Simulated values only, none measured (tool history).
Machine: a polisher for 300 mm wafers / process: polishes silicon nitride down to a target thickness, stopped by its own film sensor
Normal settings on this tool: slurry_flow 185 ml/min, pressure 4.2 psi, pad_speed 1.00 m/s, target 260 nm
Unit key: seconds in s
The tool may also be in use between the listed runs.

run	day	slurry_flow	pressure	pad_speed	target	incoming thickness of the incoming film, nm	seconds
1	0.000	185	4.2	1.00	260	402.3	65.1
2	1.317	185	4.2	1.00	260	392.1	60.4
3	3.908	185	4.2	1.00	260	399.7	63.8
4	6.196	185	5.4	1.00	260	408.4	55.7
5	8.558	185	5.4	1.00	260	404.6	53.8
6	9.812	185	5.4	1.00	260	401.4	53.2
# day 10.829: worn pad replaced by a new one
7	12.721	185	4.2	1.00	260	399.2	61.4
8	14.375	185	4.2	1.00	260	395.1	59.8
9	16.375	185	4.2	1.00	260	399.0	60.7
10	18.675	185	4.2	1.00	260	398.3	61.0
# day 18.842: head pressure recalibrated
# day 19.954: slurry nozzle cleaned
11	20.962	235	4.2	1.00	260	403.3	65.3
12	23.162	235	4.2	1.00	260	401.8	63.7
13	25.617	235	4.2	1.00	260	403.3	63.6
14	28.133	185	4.2	1.00	260	395.0	61.1
# day 29.146: worn pad replaced by a new one
15	29.988	185	4.2	1.00	260	393.0	58.2
16	38.075	185	4.2	0.68	260	398.4	76.1
# day 40.588: head pressure recalibrated
# day 41.171: slurry nozzle cleaned
17	45.967	185	4.2	1.00	260	393.4	62.4
18	47.012	185	4.2	1.00	260	401.2	65.0
19	48.475	185	4.2	1.00	260	403.3	66.0
20	50.754	185	5.2	1.00	260	398.2	53.5
# day 51.767: worn pad replaced by a new one
21	52.308	185	4.2	1.00	260	398.7	62.2
22	53.542	250	3.0	0.74	297	399.0	65.7
23	55.117	150	4.2	1.26	225	395.9	68.5
24	56.475	215	4.9	1.00	260	397.7	54.2
25	58.550	235	4.2	1.00	260	399.5	62.7
26	61.479	185	4.2	1.00	260	399.4	61.7
# day 62.033: head pressure recalibrated
27	62.675	185	5.5	0.78	218	400.8	80.3
# day 62.771: slurry nozzle cleaned
28	64.462	185	4.9	0.74	260	402.1	72.3
29	66.208	130	4.2	1.00	260	396.2	63.4
30	69.038	185	4.2	1.00	299	399.4	44.8
31	70.325	185	4.6	0.82	277	399.5	57.1
# day 70.896: worn pad replaced by a new one
32	73.242	145	4.2	1.00	260	401.5	64.8
33	75.608	185	4.2	1.34	245	395.2	57.3
34	77.608	135	5.6	1.10	260	402.2	51.9
35	80.121	185	4.2	0.80	260	405.5	72.8
# day 80.617: head pressure recalibrated
36	82.962	185	4.8	1.00	260	396.4	57.6
37	84.162	240	5.4	1.24	260	398.0	45.7
38	85.825	150	3.3	1.00	260	395.1	73.8

Below, each run's measurement less what the same run would have read without the hidden state. Both values contain the same run-to-run variation, but the gauge's scatter may not be the same in both:
Unlogged tool condition in this case: removal rate lost through wear of the pad, %; slurry flow missing at the pad, %; deviation of the head's pressure from its setpoint, %.
run	seconds
1	-1.8
2	-2.4
3	-3.7
4	-3.8
5	-4.2
6	-4.3
7	-5.3
8	-5.3
9	-5.6
10	-5.7
11	-1.6
12	-2.8
13	-3.7
14	-4.1
15	-4.2
16	-6.5
17	-2.5
18	-3.0
19	-3.4
20	-3.2
21	-4.0
22	-4.4
23	-4.8
24	-3.9
25	-4.6
26	-4.7
27	-1.2
28	-2.4
29	-3.0
30	-2.9
31	-3.9
32	-5.1
33	-4.8
34	-4.5
35	-6.5
36	-1.8
37	-1.9
38	-3.8
